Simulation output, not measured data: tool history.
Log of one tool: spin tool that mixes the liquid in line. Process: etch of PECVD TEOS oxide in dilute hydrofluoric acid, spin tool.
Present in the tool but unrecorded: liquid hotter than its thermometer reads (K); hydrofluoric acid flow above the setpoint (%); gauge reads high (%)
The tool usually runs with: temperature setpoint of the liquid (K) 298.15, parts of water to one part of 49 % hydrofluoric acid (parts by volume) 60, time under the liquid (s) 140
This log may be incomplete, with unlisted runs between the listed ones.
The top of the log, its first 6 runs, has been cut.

| run | hour | temperature setpoint of the liquid (K) | parts of water to one part of 49 % hydrofluoric acid (parts by volume) | time under the liquid (s) | wafers since the last listed run | hours since the thermometer was replaced | hours since the hydrofluoric acid flow meter was replaced | hours since the gauge calibration | read-back film thickness of the PECVD TEOS oxide reference wafer, read on the same gauge (nm) | thickness taken off the PECVD TEOS oxide on a monitor wafer (Å) |
|---|---|---|---|---|---|---|---|---|---|---|
| 7 | 138.8 | 298.15 | 60 | 140 | 230 | 1722.3 | 349.0 | 43.5 | 110.00 | 396.4 |
| 8 | 161.7 | 298.15 | 60 | 140 | 206 | 1745.2 | 371.9 | 66.4 | 110.01 | 391.7 |
| 9 | 195.3 | 298.15 | 60 | 140 | 303 | 1778.8 | 405.5 | 100.0 | 110.02 | 396.2 |
| 10 | 298.5 | 302.65 | 80 | 220 | 930 | 1882.0 | 508.7 | 203.2 | 109.99 | 540.5 |
| 11 | 325.4 | 293.65 | 60 | 80 | 242 | 1908.9 | 535.6 | 230.1 | 110.02 | 189.2 |
| 12 | 350.3 | 296.15 | 60 | 140 | 224 | 1933.8 | 560.5 | 255.0 | 109.99 | 364.7 |
| 13 | 381.5 | 302.15 | 60 | 140 | 281 | 1965.0 | 591.7 | 286.2 | 110.01 | 470.0 |
| 14 | 407.8 | 295.65 | 35 | 215 | 237 | 1991.3 | 618.0 | 312.5 | 110.00 | 982.1 |
| 15 | 441.1 | 298.15 | 60 | 140 | 300 | 2024.6 | 651.3 | 345.8 | 110.00 | 400.8 |
| 16 | 463.3 | 301.15 | 60 | 190 | 200 | 2046.8 | 673.5 | 368.0 | 110.01 | 612.3 |
|  | 494.1 | thermometer replaced |
| 17 | 496.8 | 298.15 | 60 | 140 | 293 | 2.7 | 707.0 | 401.5 | 109.99 | 398.9 |
| 18 | 520.9 | 294.65 | 60 | 95 | 217 | 26.8 | 731.1 | 425.6 | 109.99 | 236.3 |
| 19 | 548.8 | 303.15 | 80 | 80 | 251 | 54.7 | 759.0 | 453.5 | 110.02 | 202.9 |
|  | 578.1 | hydrofluoric acid flow meter replaced |
| 20 | 584.8 | 298.15 | 50 | 75 | 315 | 90.7 | 6.7 | 489.5 | 110.01 | 256.4 |
| 21 | 597.4 | 298.15 | 60 | 80 | 113 | 103.3 | 19.3 | 502.1 | 110.04 | 223.7 |
| 22 | 629.2 | 298.15 | 60 | 140 | 286 | 135.1 | 51.1 | 533.9 | 110.00 | 391.3 |
| 23 | 649.1 | 298.15 | 60 | 140 | 179 | 155.0 | 71.0 | 553.8 | 110.02 | 394.8 |
| 24 | 663.8 | 298.15 | 60 | 140 | 132 | 169.7 | 85.7 | 568.5 | 110.02 | 392.8 |
| 25 | 682.5 | 298.15 | 60 | 140 | 168 | 188.4 | 104.4 | 587.2 | 110.02 | 394.4 |

Run 26 is up next; what results do you expect?
| 26 | 698.0 | 295.65 | 60 | 185 | 139 | 203.9 | 119.9 | 602.7 | ? | ? |

read-back film thickness of the PECVD TEOS oxide reference wafer, read on the same gauge (nm): 109.99
thickness taken off the PECVD TEOS oxide on a monitor wafer (Å): 471.3
With the hidden condition absent and the run-to-run variation left alone, this run would have shown thickness taken off the PECVD TEOS oxide on a monitor wafer (Å) 467.3.
